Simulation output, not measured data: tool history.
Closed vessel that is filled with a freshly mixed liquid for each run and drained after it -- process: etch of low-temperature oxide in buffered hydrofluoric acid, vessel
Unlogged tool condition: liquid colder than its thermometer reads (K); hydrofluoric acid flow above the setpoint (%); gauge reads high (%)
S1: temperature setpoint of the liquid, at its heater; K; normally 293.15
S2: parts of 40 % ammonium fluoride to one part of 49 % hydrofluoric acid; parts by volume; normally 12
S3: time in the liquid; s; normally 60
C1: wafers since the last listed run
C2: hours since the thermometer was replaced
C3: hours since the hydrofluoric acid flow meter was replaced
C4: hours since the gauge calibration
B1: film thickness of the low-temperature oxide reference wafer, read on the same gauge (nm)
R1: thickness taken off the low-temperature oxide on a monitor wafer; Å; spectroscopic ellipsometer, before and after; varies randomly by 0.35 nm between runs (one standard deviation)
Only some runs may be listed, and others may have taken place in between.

| run | hour | S1 | S2 | S3 | C1 | C2 | C3 | C4 | B1 | R1 |
|---|---|---|---|---|---|---|---|---|---|---|
| 1 | 0 | 290.15 | 12 | 60 | 0 | 1560.9 | 1301.5 | 1119.4 | 129.98 | 711.3 |
| 2 | 42.3 | 293.15 | 12 | 60 | 5246 | 1603.2 | 1343.8 | 1161.7 | 129.99 | 848 |
| 3 | 82.3 | 293.15 | 12 | 60 | 4960 | 1643.2 | 1383.8 | 1201.7 | 129.96 | 851.9 |
| 4 | 132.6 | 293.15 | 12 | 60 | 6238 | 1693.5 | 1434.1 | 1252 | 130 | 841.1 |
| 5 | 167.3 | 293.15 | 12 | 60 | 4303 | 1728.2 | 1468.8 | 1286.7 | 129.97 | 845.7 |
| 6 | 215.4 | 293.15 | 14.5 | 75 | 5965 | 1776.3 | 1516.9 | 1334.8 | 129.96 | 879.3 |
| 7 | 264.6 | 293.15 | 12 | 70 | 6101 | 1825.5 | 1566.1 | 1384 | 130 | 988.2 |
| 8 | 321.1 | 293.15 | 12 | 70 | 7007 | 1882 | 1622.6 | 1440.5 | 129.99 | 998.2 |
|  | 323.8 | thermometer replaced |
| 9 | 351.7 | 293.15 | 12 | 70 | 3670 | 27.9 | 1653.2 | 1471.1 | 130.02 | 1022 |
| 10 | 386.7 | 293.15 | 12 | 60 | 4340 | 62.9 | 1688.2 | 1506.1 | 129.98 | 874.9 |
| 11 | 568.2 | 290.15 | 7.5 | 35 | 22509 | 244.4 | 1869.7 | 1687.6 | 129.97 | 672.2 |
| 12 | 625 | 293.15 | 12 | 60 | 7044 | 301.2 | 1926.5 | 1744.4 | 129.99 | 875.6 |
|  | 650.1 | hydrofluoric acid flow meter replaced |
| 13 | 680.8 | 293.15 | 12 | 60 | 6796 | 357 | 30.7 | 1800.2 | 129.99 | 844.3 |
|  | 685.4 | gauge calibrated |
| 14 | 725 | 290.15 | 7 | 35 | 5481 | 401.2 | 74.9 | 39.6 | 130.03 | 693.4 |
| 15 | 788.7 | 293.15 | 10.5 | 60 | 7900 | 464.9 | 138.6 | 103.3 | 130.01 | 964.9 |
| 16 | 848.2 | 293.15 | 12 | 60 | 7379 | 524.4 | 198.1 | 162.8 | 129.99 | 844.3 |
| 17 | 881.5 | 295.65 | 10 | 45 | 4129 | 557.7 | 231.4 | 196.1 | 129.98 | 861.9 |
| 18 | 932 | 295.65 | 12 | 85 | 6262 | 608.2 | 281.9 | 246.6 | 129.97 | 1372.1 |
| 19 | 983.5 | 293.15 | 12 | 60 | 6386 | 659.7 | 333.4 | 298.1 | 130.01 | 841.4 |
| 20 | 1032.2 | 293.15 | 17 | 60 | 6039 | 708.4 | 382.1 | 346.8 | 130.02 | 601.9 |
| 21 | 1064.9 | 295.65 | 12 | 60 | 4055 | 741.1 | 414.8 | 379.5 | 130.03 | 966.5 |
| 22 | 1109.1 | 297.15 | 12 | 60 | 5481 | 785.3 | 459 | 423.7 | 130.02 | 1055.7 |
| 23 | 1144.7 | 293.15 | 12 | 60 | 4415 | 820.9 | 494.6 | 459.3 | 130.02 | 850.1 |
| 24 | 1210.2 | 290.15 | 12 | 60 | 8123 | 886.4 | 560.1 | 524.8 | 130.02 | 712.6 |
| 25 | 1259.3 | 293.15 | 12 | 85 | 6089 | 935.5 | 609.2 | 573.9 | 130.05 | 1195.4 |
| 26 | 1314.5 | 290.15 | 16 | 60 | 6845 | 990.7 | 664.4 | 629.1 | 129.96 | 536.9 |
| 27 | 1375.9 | 295.65 | 14 | 45 | 7614 | 1052.1 | 725.8 | 690.5 | 129.97 | 628.7 |
| 28 | 1420.1 | 291.65 | 8 | 35 | 5481 | 1096.3 | 770 | 734.7 | 130 | 660.3 |
| 29 | 1572.5 | 293.15 | 14 | 60 | 18900 | 1248.7 | 922.4 | 887.1 | 129.99 | 728.4 |
| 30 | 1622.7 | 296.15 | 13.5 | 60 | 6225 | 1298.9 | 972.6 | 937.3 | 130 | 891.2 |
| 31 | 1691.3 | 290.15 | 12 | 30 | 8507 | 1367.5 | 1041.2 | 1005.9 | 129.97 | 357.7 |

Below are 5 alternative next runs, each starting from the tool's condition after run 31. Predict each:
| A | 1692 | 293.15 | 12 | 60 | 86 | 1368.2 | 1041.9 | 1006.6 | ? | ? |
| B | 1692 | 295.65 | 10.5 | 75 | 86 | 1368.2 | 1041.9 | 1006.6 | ? | ? |
| C | 1692 | 290.65 | 8.5 | 30 | 86 | 1368.2 | 1041.9 | 1006.6 | ? | ? |
| D | 1692 | 290.15 | 9.5 | 45 | 86 | 1368.2 | 1041.9 | 1006.6 | ? | ? |
| E | 1692 | 293.15 | 8 | 60 | 86 | 1368.2 | 1041.9 | 1006.6 | ? | ? |

| run | B1 | R1 |
|---|---|---|
| A | 129.97 | 846.5 |
| B | 129.97 | 1385.5 |
| C | 129.97 | 500.9 |
| D | 129.97 | 652.9 |
| E | 129.97 | 1232.6 |
With the hidden condition removed and each run's random variation left untouched, the same runs would have given:
| run | R1 |
|---|---|
| A | 842.6 |
| B | 1378.6 |
| C | 497 |
| D | 658.1 |
| E | 1222.4 |
